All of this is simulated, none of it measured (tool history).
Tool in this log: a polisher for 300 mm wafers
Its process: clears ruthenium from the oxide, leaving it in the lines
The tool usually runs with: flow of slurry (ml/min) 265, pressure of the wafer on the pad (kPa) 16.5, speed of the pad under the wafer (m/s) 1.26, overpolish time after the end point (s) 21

run	hour	flow of slurry (ml/min)	pressure of the wafer on the pad (kPa)	speed of the pad under the wafer (m/s)	overpolish time after the end point (s)	incoming thickness of the incoming film, nm	time until the end point was called (s)
1	0	265	16.5	1.26	21	160.6	106.2
2	65.6	265	16.5	1.26	21	160.9	110.5
3	116.8	265	16.5	1.26	21	159	107
4	247.5	325	16.5	1.26	21	159.5	106.9
5	304.4	325	16.5	1.26	21	160.3	107.6
6	365.7	265	16.5	1.4	21	160.4	97.3
7	446	265	16.5	1.4	21	160.5	95
8	548	265	16.5	1.26	31	157.8	109.1
9	625	265	16.5	1.26	31	163	109.8
10	691.8	265	16.5	1.26	31	159.4	108.2
11	748.3	265	16.5	1.26	21	159.8	109.1
12	794.7	265	16.5	1.26	21	159.4	110
13	895.3	245	16.5	1.26	21	160.2	112.4
14	1000.1	265	15.2	1.26	21	157.8	115.1
15	1080.8	210	19.3	1.6	30	160.4	75.7
16	1155.8	225	16.5	1.26	21	160.9	108.9
17	1197.7	265	16.5	1.26	21	161.3	111.9
18	1272.9	265	16.5	1.06	29	159.4	128.5
19	1483.8	190	16.5	0.96	21	162.3	147.9
20	1566.6	245	16.5	1.26	21	162.9	112.8
21	1658.6	265	16.5	1.26	21	158.7	104.4
22	1736.1	210	16.5	0.98	11	160.9	140.5
23	1831.5	335	16.5	1.64	31	161.4	83.2
24	1890.4	180	16.5	1.26	29	159.5	107.3
25	1992.2	210	16.5	1.08	14	159.3	127.6
26	2057.5	265	16.5	0.98	21	162.7	140
27	2163.9	265	16.5	1.26	21	160	105.4

Not shown here: 11 entries made in the log between runs. Locate each between two listed runs and compare the hidden state at the listed run before it with the hidden state at the listed run after it:
Between runs 1 and 2: head pressure recalibrated (hour 34.7)
  no difference in the tool's unlogged condition between these two runs
Between runs 3 and 4: worn pad replaced by a new one (hour 173.8)
  no difference in the tool's unlogged condition between these two runs
Between runs 8 and 9: slurry nozzle cleaned (hour 572.7)
  no difference in the tool's unlogged condition between these two runs
Between runs 9 and 10: worn pad replaced by a new one (hour 646.7)
  no difference in the tool's unlogged condition between these two runs
Between runs 13 and 14: head pressure recalibrated (hour 993.8)
  no difference in the tool's unlogged condition between these two runs
Between runs 14 and 15: worn pad replaced by a new one (hour 1042.7)
  no difference in the tool's unlogged condition between these two runs
Between runs 17 and 18: slurry nozzle cleaned (hour 1229.7)
  no difference in the tool's unlogged condition between these two runs
Between runs 19 and 20: worn pad replaced by a new one (hour 1489.2)
  no difference in the tool's unlogged condition between these two runs
Between runs 24 and 25: slurry nozzle cleaned (hour 1943.6); worn pad replaced by a new one (hour 1971.1)
  no difference in the tool's unlogged condition between these two runs
Between runs 25 and 26: head pressure recalibrated (hour 2051.8)
  no difference in the tool's unlogged condition between these two runs

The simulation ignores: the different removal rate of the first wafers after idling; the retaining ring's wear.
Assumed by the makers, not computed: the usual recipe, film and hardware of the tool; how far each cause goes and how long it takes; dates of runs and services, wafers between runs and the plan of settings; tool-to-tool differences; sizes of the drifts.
